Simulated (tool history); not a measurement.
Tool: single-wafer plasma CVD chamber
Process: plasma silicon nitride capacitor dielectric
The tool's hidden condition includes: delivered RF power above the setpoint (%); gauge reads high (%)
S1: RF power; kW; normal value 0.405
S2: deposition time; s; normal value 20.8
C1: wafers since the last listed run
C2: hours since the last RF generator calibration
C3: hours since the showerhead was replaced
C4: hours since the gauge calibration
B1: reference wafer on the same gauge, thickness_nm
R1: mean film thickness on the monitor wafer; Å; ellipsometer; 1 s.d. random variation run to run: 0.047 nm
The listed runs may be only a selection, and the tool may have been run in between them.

Run 1, day 0.000: usual settings; C1 0; C2 2029.3; C3 4770.2; C4 95.1; B1 26.485. Result: R1 259.89 Å.
Run 2, day 0.521: usual settings; C1 239; C2 2041.8; C3 4782.7; C4 107.6; B1 26.497. Result: R1 259.89 Å.
Run 3, day 1.133: usual settings; C1 281; C2 2056.5; C3 4797.4; C4 122.3; B1 26.494. Result: R1 258.64 Å.
Run 4, day 2.158: usual settings; C1 470; C2 2081.1; C3 4822.0; C4 146.9; B1 26.515. Result: R1 260.05 Å.
Run 5, day 2.917: usual settings; C1 348; C2 2099.3; C3 4840.2; C4 165.1; B1 26.507. Result: R1 259.96 Å.
Run 6, day 3.950: usual settings; C1 474; C2 2124.1; C3 4865.0; C4 189.9; B1 26.511. Result: R1 259.65 Å.
Run 7, day 4.792: usual settings; C1 386; C2 2144.3; C3 4885.2; C4 210.1; B1 26.492. Result: R1 259.12 Å.
Run 8, day 5.912: usual settings but S1 0.455 kW, S2 17.9 s; C1 514; C2 2171.2; C3 4912.1; C4 237.0; B1 26.493. Result: R1 234.13 Å.
Run 9, day 6.888: usual settings but S2 18.8 s; C1 447; C2 2194.6; C3 4935.5; C4 260.4; B1 26.500. Result: R1 234.01 Å.
Run 10, day 8.212: usual settings; C1 608; C2 2226.4; C3 4967.3; C4 292.2; B1 26.493. Result: R1 259.39 Å.
Run 11, day 8.788: usual settings; C1 264; C2 2240.2; C3 4981.1; C4 306.0; B1 26.509. Result: R1 259.26 Å.
Run 12, day 9.438: usual settings; C1 298; C2 2255.8; C3 4996.7; C4 321.6; B1 26.507. Result: R1 259.83 Å.
At day 9.846: showerhead replaced.
Run 13, day 10.804: usual settings but S1 0.470 kW, S2 17.5 s; C1 474; C2 2288.6; C3 23.0; C4 354.4; B1 26.500. Result: R1 232.30 Å.
Run 14, day 11.721: usual settings but S1 0.430 kW, S2 18.3 s; C1 420; C2 2310.6; C3 45.0; C4 376.4; B1 26.497. Result: R1 233.61 Å.
At day 12.375: gauge calibrated.
Run 15, day 12.542: usual settings but S1 0.435 kW, S2 16.9 s; C1 376; C2 2330.3; C3 64.7; C4 4.0; B1 26.498. Result: R1 217.54 Å.
Run 16, day 13.354: usual settings but S1 0.440 kW, S2 23.4 s; C1 373; C2 2349.8; C3 84.2; C4 23.5; B1 26.504. Result: R1 302.14 Å.
Run 17, day 15.142: usual settings; C1 820; C2 2392.7; C3 127.1; C4 66.4; B1 26.484. Result: R1 259.03 Å.
Run 18, day 16.025: usual settings but S1 0.330 kW; C1 405; C2 2413.9; C3 148.3; C4 87.6; B1 26.489. Result: R1 235.53 Å.
Run 19, day 16.596: usual settings but S1 0.435 kW, S2 24.9 s; C1 262; C2 2427.6; C3 162.0; C4 101.3; B1 26.496. Result: R1 320.20 Å.
At day 16.992: RF generator calibrated.
Run 20, day 17.667: usual settings but S1 0.360 kW, S2 23.7 s; C1 338; C2 16.2; C3 187.7; C4 127.0; B1 26.486. Result: R1 291.53 Å.
Run 21, day 19.029: usual settings but S1 0.325 kW, S2 19.8 s; C1 625; C2 48.9; C3 220.4; C4 159.7; B1 26.493. Result: R1 231.91 Å.
Run 22, day 20.438: usual settings but S1 0.435 kW, S2 23.5 s; C1 646; C2 82.7; C3 254.2; C4 193.5; B1 26.488. Result: R1 313.96 Å.
Run 23, day 20.971: usual settings but S1 0.430 kW; C1 244; C2 95.5; C3 267.0; C4 206.3; B1 26.503. Result: R1 275.60 Å.
Run 24, day 23.142: usual settings; C1 996; C2 147.6; C3 319.1; C4 258.4; B1 26.496. Result: R1 268.63 Å.
Run 25, day 24.396: usual settings but S2 18.7 s; C1 575; C2 177.7; C3 349.2; C4 288.5; B1 26.502. Result: R1 241.08 Å.

4 options for the next run, each taken on its own from the tool as it stands now. Forecast them:
Run A, day 24.412: usual settings but S2 19.1 s; C1 7; C2 178.1; C3 349.6; C4 288.9; B1 ?. Result: R1 ?.
Run B, day 24.412: usual settings but S1 0.430 kW, S2 19.7 s; C1 7; C2 178.1; C3 349.6; C4 288.9; B1 ?. Result: R1 ?.
Run C, day 24.412: usual settings but S1 0.375 kW; C1 7; C2 178.1; C3 349.6; C4 288.9; B1 ?. Result: R1 ?.
Run D, day 24.412: usual settings but S1 0.325 kW, S2 22.4 s; C1 7; C2 178.1; C3 349.6; C4 288.9; B1 ?. Result: R1 ?.

run      B1      R1
  A  26.496  245.46
  B  26.496  259.75
  C  26.496  258.38
  D  26.496  260.26
What these runs would have given with no unlogged condition in the tool:
run      R1
  A  247.45
  B  261.85
  C  260.48
  D  262.37

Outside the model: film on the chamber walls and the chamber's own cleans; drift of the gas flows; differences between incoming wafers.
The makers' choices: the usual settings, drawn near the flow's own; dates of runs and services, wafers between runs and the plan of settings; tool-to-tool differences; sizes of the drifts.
